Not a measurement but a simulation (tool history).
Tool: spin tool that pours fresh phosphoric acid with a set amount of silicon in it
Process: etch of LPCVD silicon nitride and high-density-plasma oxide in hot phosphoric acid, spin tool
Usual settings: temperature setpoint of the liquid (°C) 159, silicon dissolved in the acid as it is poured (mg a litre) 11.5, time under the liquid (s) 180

run	hour	temperature setpoint of the liquid (°C)	silicon dissolved in the acid as it is poured (mg a litre)	time under the liquid (s)	read-back film thickness of the LPCVD silicon nitride reference wafer, read on the same gauge (nm)	read-back film thickness of the high-density-plasma oxide reference wafer, read on the same gauge (nm)	thickness taken off the LPCVD silicon nitride on a monitor wafer (Å)	thickness taken off the high-density-plasma oxide on a monitor wafer (Å)
1	0	159	9	225	149.99	139.991	186.4	5.46
2	19.4	159	9	225	149.99	140.016	188.2	4.91
3	47.5	159	11.5	260	150.01	139.999	216.1	6.03
4	80.9	159	11.5	260	150	139.997	213.2	5.39
5	144.8	159	11.5	180	150.01	139.975	145.7	3.6
6	168.3	159	11.5	180	150	140.003	145.9	3.95
7	180.6	159	11.5	180	150.04	140.003	146.6	3.9
# hour 187.1: gauge calibrated
8	192.8	159	11.5	180	150.03	140.01	145.9	3.8
9	224.3	159	11.5	180	150	140.003	145.1	3.78
10	249.3	159	11.5	180	150	139.977	143.5	3.83
11	274.1	159	4.5	105	149.98	140.029	83.5	2.44
12	291.5	161.5	11.5	225	149.99	140.02	196.9	5.96
# hour 301.7: dissolved silicon flow meter replaced
13	315.6	159	11.5	180	150	139.986	141.2	3.87
14	334.3	159	4	135	150.01	139.974	106.1	3.3
# hour 381.5: thermometer replaced
15	397.5	160.5	3	125	149.96	140.012	109.9	3.87
16	429.6	159	11.5	145	150	139.984	120.1	3.36
# hour 431: heated supply line repaired
17	464.6	156.5	20	235	150	139.968	194.3	4.51
18	488.9	159	11.5	245	150.01	140.016	220.8	6.59
19	506.7	159	11.5	180	150	139.991	162.3	5.08
20	521.7	162	18	115	149.97	139.999	114.2	3.25
21	536.5	159	11.5	70	150.04	140.007	62.8	1.79
22	566.1	160.5	8	105	150.02	140.021	98.4	3.45

Forecast each of these 3 alternatives for the next run:
A	566.6	159	6.5	180	?	?	?	?
B	566.6	158	8.5	180	?	?	?	?
C	566.6	157.5	5	285	?	?	?	?

run	read-back film thickness of the LPCVD silicon nitride reference wafer, read on the same gauge (nm)	read-back film thickness of the high-density-plasma oxide reference wafer, read on the same gauge (nm)	thickness taken off the LPCVD silicon nitride on a monitor wafer (Å)	thickness taken off the high-density-plasma oxide on a monitor wafer (Å)
A	150.02	140.012	160.9	5.2
B	150.02	140.012	155.5	4.63
C	150.02	140.012	242	7.59
Without the tool's hidden state the same runs would have given:
run	thickness taken off the LPCVD silicon nitride on a monitor wafer (Å)	thickness taken off the high-density-plasma oxide on a monitor wafer (Å)
A	170	5.88
B	164.4	5.23
C	255.8	8.58

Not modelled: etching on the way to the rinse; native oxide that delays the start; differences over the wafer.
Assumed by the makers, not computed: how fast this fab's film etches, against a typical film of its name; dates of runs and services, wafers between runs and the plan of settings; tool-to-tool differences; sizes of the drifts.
